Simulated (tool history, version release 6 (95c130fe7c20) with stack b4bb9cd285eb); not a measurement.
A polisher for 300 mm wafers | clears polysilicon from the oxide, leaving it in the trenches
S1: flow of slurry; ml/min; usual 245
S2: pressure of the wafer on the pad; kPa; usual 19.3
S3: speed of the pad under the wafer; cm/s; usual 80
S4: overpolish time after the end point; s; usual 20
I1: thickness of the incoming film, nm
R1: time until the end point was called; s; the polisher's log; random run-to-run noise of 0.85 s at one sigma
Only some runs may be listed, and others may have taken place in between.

run 1 hour=0.0 | S1=245 S2=19.3 S3=80 S4=20 | I1=484.1 | R1=45.3
run 2 hour=28.6 | S1=245 S2=19.3 S3=80 S4=20 | I1=485.2 | R1=45.7
run 3 hour=53.0 | S1=245 S2=19.3 S3=80 S4=20 | I1=482.0 | R1=46.4
run 4 hour=110.3 | S1=245 S2=19.3 S3=80 S4=20 | I1=494.0 | R1=47.9
-- hour=115.4 worn pad replaced by a new one
run 5 hour=178.3 | S1=245 S2=19.3 S3=80 S4=20 | I1=485.5 | R1=46.1
-- hour=247.4 worn pad replaced by a new one
run 6 hour=350.0 | S1=245 S2=19.3 S3=80 S4=20 | I1=499.2 | R1=47.6
-- hour=374.6 head pressure recalibrated
-- hour=376.5 worn pad replaced by a new one
-- hour=409.3 slurry nozzle cleaned
run 7 hour=419.4 | S1=245 S2=19.3 S3=80 S4=20 | I1=498.3 | R1=43.9
run 8 hour=462.0 | S1=245 S2=24.1 S3=80 S4=10 | I1=490.1 | R1=34.2
run 9 hour=486.8 | S1=245 S2=13.8 S3=108 S4=20 | I1=498.0 | R1=45.7
-- hour=525.9 worn pad replaced by a new one
run 10 hour=554.8 | S1=245 S2=19.3 S3=80 S4=20 | I1=496.5 | R1=44.7
run 11 hour=597.0 | S1=320 S2=24.8 S3=70 S4=29 | I1=492.7 | R1=37.6
run 12 hour=626.9 | S1=220 S2=19.3 S3=80 S4=20 | I1=490.4 | R1=46.6
-- hour=652.3 worn pad replaced by a new one
run 13 hour=652.8 | S1=245 S2=19.3 S3=80 S4=20 | I1=488.2 | R1=45.0
run 14 hour=706.6 | S1=270 S2=14.5 S3=62 S4=25 | I1=491.3 | R1=78.0

Each row is a separate what-if for the run after 14, all from the same tool condition, not one after another. Results?
run A hour=707.0 | S1=245 S2=19.3 S3=80 S4=20 | I1=496.1 | R1=?
run B hour=707.0 | S1=220 S2=19.3 S3=80 S4=15 | I1=496.1 | R1=?
run C hour=707.0 | S1=245 S2=23.4 S3=80 S4=20 | I1=496.1 | R1=?
run D hour=707.0 | S1=245 S2=19.3 S3=62 S4=20 | I1=496.1 | R1=?

run=A R1=47.0
run=B R1=48.0
run=C R1=38.7
run=D R1=60.7
Stripped of hidden state, with their random variation kept, the same runs would have yielded:
run=A R1=44.3
run=B R1=44.9
run=C R1=36.5
run=D R1=57.2

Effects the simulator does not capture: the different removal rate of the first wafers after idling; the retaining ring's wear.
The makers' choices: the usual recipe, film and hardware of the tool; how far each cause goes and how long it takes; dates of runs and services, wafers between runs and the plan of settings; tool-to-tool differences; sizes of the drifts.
